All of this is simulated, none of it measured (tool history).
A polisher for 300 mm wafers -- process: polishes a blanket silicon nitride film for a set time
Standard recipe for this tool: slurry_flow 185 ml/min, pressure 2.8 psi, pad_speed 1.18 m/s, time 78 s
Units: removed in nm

| run | day | slurry_flow | pressure | pad_speed | time | incoming thickness of the incoming film, nm | removed |
|---|---|---|---|---|---|---|---|
| 1 | 0 | 185 | 3.3 | 1.18 | 78 | 787.1 | 152.9 |
| 2 | 1.242 | 185 | 3.3 | 1.18 | 78 | 780.1 | 151.4 |
| 3 | 3.346 | 170 | 2.8 | 1.18 | 78 | 778.6 | 133.3 |
| 4 | 4.775 | 170 | 2.8 | 1.18 | 78 | 790.6 | 131 |
|  | 6.296 | slurry nozzle cleaned |
|  | 8.9 | head pressure recalibrated |
|  | 11.471 | worn pad replaced by a new one |
| 5 | 13.658 | 185 | 2.8 | 1.18 | 78 | 791.7 | 139.3 |
| 6 | 16.433 | 185 | 2.8 | 1.18 | 78 | 778.2 | 134.6 |
| 7 | 18.446 | 185 | 2.8 | 1.18 | 78 | 774.8 | 133.8 |
| 8 | 20.821 | 185 | 2.8 | 1.18 | 78 | 775.3 | 131.9 |
|  | 21.533 | slurry nozzle cleaned |
| 9 | 21.842 | 185 | 2.8 | 1.18 | 90 | 776.3 | 164.4 |
| 10 | 23.512 | 185 | 2.4 | 1.18 | 78 | 785.3 | 127.9 |
| 11 | 26.083 | 185 | 2.8 | 1.18 | 78 | 774.4 | 141.5 |
|  | 29.479 | worn pad replaced by a new one |
| 12 | 34.812 | 185 | 2.8 | 1.18 | 78 | 775.5 | 134.2 |
| 13 | 36.067 | 185 | 2.8 | 1.18 | 78 | 787.2 | 133.1 |
|  | 36.488 | slurry nozzle cleaned |
| 14 | 37.088 | 185 | 2.8 | 1.18 | 78 | 776.7 | 136.6 |
| 15 | 39.317 | 185 | 2.8 | 1.18 | 61 | 770.9 | 108.8 |
| 16 | 41.946 | 185 | 2.8 | 1.18 | 78 | 785.3 | 137.1 |
| 17 | 43.754 | 185 | 2.8 | 1.18 | 78 | 782.2 | 139.5 |
| 18 | 46.446 | 155 | 2.1 | 1.18 | 56 | 782.6 | 81 |
|  | 47.004 | worn pad replaced by a new one |
| 19 | 48.167 | 245 | 3.1 | 1.04 | 55 | 775.9 | 95.4 |
|  | 54.367 | head pressure recalibrated |
|  | 55.079 | slurry nozzle cleaned |
| 20 | 55.45 | 145 | 2.8 | 1.46 | 78 | 793.1 | 161.3 |
| 21 | 57.221 | 185 | 2.8 | 1.18 | 78 | 780.5 | 138.4 |
| 22 | 58.696 | 170 | 2.8 | 1.18 | 78 | 769.8 | 139.7 |
| 23 | 60.271 | 220 | 2.8 | 1.18 | 78 | 789.6 | 140.3 |
| 24 | 64.692 | 185 | 2.2 | 0.86 | 78 | 789.7 | 92.6 |
|  | 65.525 | worn pad replaced by a new one |
| 25 | 67.4 | 185 | 2.8 | 1.34 | 91 | 794.3 | 170.8 |
| 26 | 70.225 | 185 | 3.3 | 1.18 | 78 | 787.2 | 141.9 |
| 27 | 72.142 | 185 | 2.8 | 1.18 | 97 | 767.1 | 157.4 |
|  | 72.479 | slurry nozzle cleaned |
| 28 | 74.962 | 135 | 2.8 | 1.18 | 100 | 782.3 | 167.1 |
| 29 | 76.717 | 155 | 2.1 | 0.9 | 78 | 778.4 | 90.5 |
| 30 | 79.129 | 135 | 3.1 | 1.18 | 78 | 777.4 | 139.6 |
| 31 | 81.425 | 135 | 3.1 | 1.18 | 78 | 775.8 | 136.2 |
| 32 | 83.271 | 185 | 1.9 | 1.18 | 78 | 768.5 | 106.5 |

3 ways to go on from here, each from the tool as it stands after run 32. What would each give?
| A | 83.288 | 185 | 2.8 | 1.18 | 78 | 769.1 | ? |
| B | 83.288 | 185 | 2.8 | 1.38 | 78 | 769.1 | ? |
| C | 83.288 | 230 | 2.5 | 0.8 | 78 | 769.1 | ? |

| run | removed |
|---|---|
| A | 134 |
| B | 151.9 |
| C | 94.9 |
Had the tool no hidden state, the same runs would have come out as:
| run | removed |
|---|---|
| A | 139.6 |
| B | 158.2 |
| C | 98.2 |
